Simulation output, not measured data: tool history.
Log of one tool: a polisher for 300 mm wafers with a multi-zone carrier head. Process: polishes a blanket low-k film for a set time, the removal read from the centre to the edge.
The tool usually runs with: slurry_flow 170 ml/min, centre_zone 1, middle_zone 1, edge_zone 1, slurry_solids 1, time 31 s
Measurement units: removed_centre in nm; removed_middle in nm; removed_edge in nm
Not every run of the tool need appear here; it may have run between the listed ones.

| run | hour | slurry_flow | centre_zone | middle_zone | edge_zone | slurry_solids | time | incoming thickness of the incoming film, nm | removed_centre | removed_middle | removed_edge |
|---|---|---|---|---|---|---|---|---|---|---|---|
| 1 | 0 | 170 | 1 | 1 | 1 | 1 | 31 | 497.6 | 15.4 | 15.2 | 15.2 |
| 2 | 13.3 | 170 | 1 | 1 | 1 | 1 | 31 | 496 | 15.3 | 15.1 | 15.3 |
| 3 | 32.6 | 170 | 1.06 | 1 | 1 | 1.15 | 31 | 501.2 | 17.6 | 16.2 | 16.2 |
|  | 49.5 | centre zone pressure recalibrated |
| 4 | 68 | 170 | 1 | 1.09 | 1 | 0.9 | 31 | 502.2 | 14.3 | 15.3 | 14.6 |
| 5 | 83.5 | 170 | 0.94 | 1.12 | 1 | 1 | 31 | 497.3 | 14.2 | 16.5 | 15.1 |
|  | 98 | edge zone pressure recalibrated |
| 6 | 112.7 | 210 | 1 | 1 | 1 | 1 | 31 | 490.4 | 15.6 | 15.4 | 15.8 |
| 7 | 127.3 | 170 | 1 | 1 | 1 | 1.25 | 31 | 495 | 16.6 | 16.4 | 16.8 |
| 8 | 148.2 | 115 | 1.06 | 1 | 1.07 | 1 | 36 | 500.6 | 16.7 | 15.5 | 17.4 |
| 9 | 177.9 | 170 | 1 | 0.89 | 1 | 1 | 31 | 499.7 | 14.6 | 13.2 | 15 |
|  | 199.6 | worn pad replaced by a new one |
| 10 | 200.1 | 170 | 1 | 1 | 1 | 1 | 31 | 492.6 | 15.4 | 15.3 | 15.6 |
| 11 | 221.2 | 115 | 1 | 1 | 1 | 1 | 31 | 495.2 | 13.8 | 13.9 | 14.9 |
| 12 | 245.6 | 170 | 1 | 1.04 | 1.12 | 0.8 | 22 | 492.2 | 9.7 | 9.8 | 10.4 |
| 13 | 275.4 | 200 | 1.09 | 1 | 0.96 | 1 | 31 | 498.1 | 17.1 | 15.5 | 15.4 |
| 14 | 303.5 | 170 | 1 | 1 | 1.1 | 1 | 31 | 503.3 | 15 | 15.1 | 16.1 |
|  | 311 | slurry nozzle cleaned |
| 15 | 323.8 | 170 | 1 | 1 | 1 | 1 | 31 | 503.2 | 15.3 | 15 | 15.3 |
| 16 | 349.9 | 170 | 1 | 1 | 1.06 | 1 | 31 | 504.9 | 15 | 14.7 | 15.5 |

For run 17, what comes out?
| 17 | 371.2 | 170 | 1.07 | 1 | 1 | 1 | 31 | 498.1 | ? | ? | ? |

{"run 17": {"removed_centre": 15.9, "removed_middle": 14.8, "removed_edge": 14.9}}
On a tool with no hidden condition, and with the same random variation, this run would have come out at removed_centre 16.4 nm, removed_middle 15.3 nm, removed_edge 15.4 nm.

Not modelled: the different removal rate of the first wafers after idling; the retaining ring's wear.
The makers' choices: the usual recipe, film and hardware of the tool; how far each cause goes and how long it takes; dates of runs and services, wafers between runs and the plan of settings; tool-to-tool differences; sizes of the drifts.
